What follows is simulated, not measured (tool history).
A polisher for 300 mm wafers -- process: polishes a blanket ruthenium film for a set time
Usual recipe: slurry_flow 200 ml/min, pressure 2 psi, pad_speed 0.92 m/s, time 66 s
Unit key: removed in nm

run    hour  slurry_flow  pressure  pad_speed  time  wafers since the last listed run  wafers polished on this pad  hours since the slurry nozzle was cleaned  hours since the head pressure was calibrated  incoming thickness of the incoming film, nm  removed
  1       0          200         2       0.92    66                                 0                         1774                                      633.5                                         390.9                                          373     73.4
  2    56.2          200         2       0.92    66                               550                         2325                                      689.7                                         447.1                                        368.6     71.9
  3   117.4          200         2       0.92    66                               599                         2924                                      750.9                                         508.3                                        369.8     72.5
        131  -- slurry nozzle cleaned
      155.9  -- worn pad replaced by a new one
  4   162.2          200         2       0.92    66                               389                           61                                       31.2                                         553.1                                        373.1     73.7
  5   207.4          200         2       0.92    66                               442                          504                                       76.4                                         598.3                                        369.5     73.1
  6   247.8          200         2       0.92    66                               395                          899                                      116.8                                         638.7                                        374.2     73.1
  7   272.7          200         2       0.92    66                               243                         1143                                      141.7                                         663.6                                        369.5     72.3
  8   332.6          200         2       0.92    66                               586                         1730                                      201.6                                         723.5                                        375.3     72.2
  9   391.3          200         2       0.92    66                               574                         2305                                      260.3                                         782.2                                        363.5     71.8
 10   445.1          200       1.8       0.92    66                               526                         2832                                      314.1                                           836                                        371.2     65.1
      479.5  -- worn pad replaced by a new one
 11   509.7          200       1.8       0.92    66                               593                          295                                      378.7                                         900.6                                        364.4     66.5
 12   542.2          200       1.8       0.92    66                               318                          614                                      411.2                                         933.1                                        375.3     65.1
 13   567.6          200         2        0.7    66                               248                          862                                      436.6                                         958.5                                        366.1     55.3
 14   618.4          200       1.6       0.92    66                               497                         1360                                      487.4                                        1009.3                                        375.2     59.4
 15   646.4          200       1.6       0.92    66                               274                         1634                                      515.4                                        1037.3                                        376.7     59.9
 16   686.1          200       1.6       0.92    66                               388                         2023                                      555.1                                          1077                                          375     58.3
 17   719.5          230         2       0.92    71                               327                         2350                                      588.5                                        1110.4                                        371.7     78.5
      782.8  -- worn pad replaced by a new one
 18   783.3          200       1.8       1.12    66                               585                            5                                      652.3                                        1174.2                                        369.1     79.6
 19   833.3          225         2       0.92    79                               489                          495                                      702.3                                        1224.2                                        374.4     85.5
 20   873.5          135       2.7       0.62    66                               393                          888                                      742.5                                        1264.4                                        366.8     57.1
 21   918.1          200         2       0.92    66                               436                         1325                                      787.1                                          1309                                        363.5     71.3
      954.4  -- head pressure recalibrated
 22   955.2          200         2       0.92    66                               343                         1669                                      824.2                                           0.8                                        371.3     86.5
      956.3  -- slurry nozzle cleaned
 23   981.5          200         2       0.92    66                               247                         1917                                       25.2                                          27.1                                        364.2     85.7
 24  1027.4          200         2       0.92    66                               449                         2366                                       71.1                                            73                                        374.4       85
 25  1067.9          135         2       0.92    48                               396                         2763                                      111.6                                         113.5                                        369.9     58.8
     1084.4  -- worn pad replaced by a new one
 26  1120.6          200       1.6        0.6    66                               477                          354                                      164.3                                         166.2                                        371.8     46.6
 27  1159.3          235         2       0.92    66                               379                          733                                        203                                         204.9                                        366.7       86
     1217.6  -- head pressure recalibrated, repeated, since the last time left the tool worse
 28  1303.5          200         2       0.92    66                              1392                         2126                                      347.2                                          85.9                                          375     77.1
 29  1371.6          135       2.7       0.62    66                               667                         2793                                      415.3                                           154                                        369.7     59.6
 30  1406.7          200       2.6       0.74    88                               343                         3137                                      450.4                                         189.1                                        376.1     98.7
       1434  -- worn pad replaced by a new one
 31  1435.3          200         2       0.92    43                               240                           12                                        479                                         217.7                                        366.8     48.7
 32  1478.9          200         2       0.92    66                               427                          440                                      522.6                                         261.3                                        374.9     76.5
 33    1506          200       2.5       0.92    44                               265                          705                                      549.7                                         288.4                                        369.8     59.9
 34  1546.6          200       2.3       1.08    56                               397                         1103                                      590.3                                           329                                        370.8     82.3
 35  1596.7          170         2       0.74    66                               490                         1593                                      640.4                                         379.1                                        372.8     57.9

Each row is a separate what-if for the run after 35, all from the same tool condition, not one after another. Results?
  A  1597.1          200         2       0.92    84                                 3                         1597                                      640.8                                         379.5                                        374.2        ?
  B  1597.1          200       1.5        0.6    66                                 3                         1597                                      640.8                                         379.5                                        374.2        ?
  C  1597.1          200       1.3       0.82    66                                 3                         1597                                      640.8                                         379.5                                        374.2        ?

run  removed
  A     93.8
  B     38.1
  C     46.7
What these runs would have given with no unlogged condition in the tool:
run  removed
  A       97
  B     39.4
  C     48.3
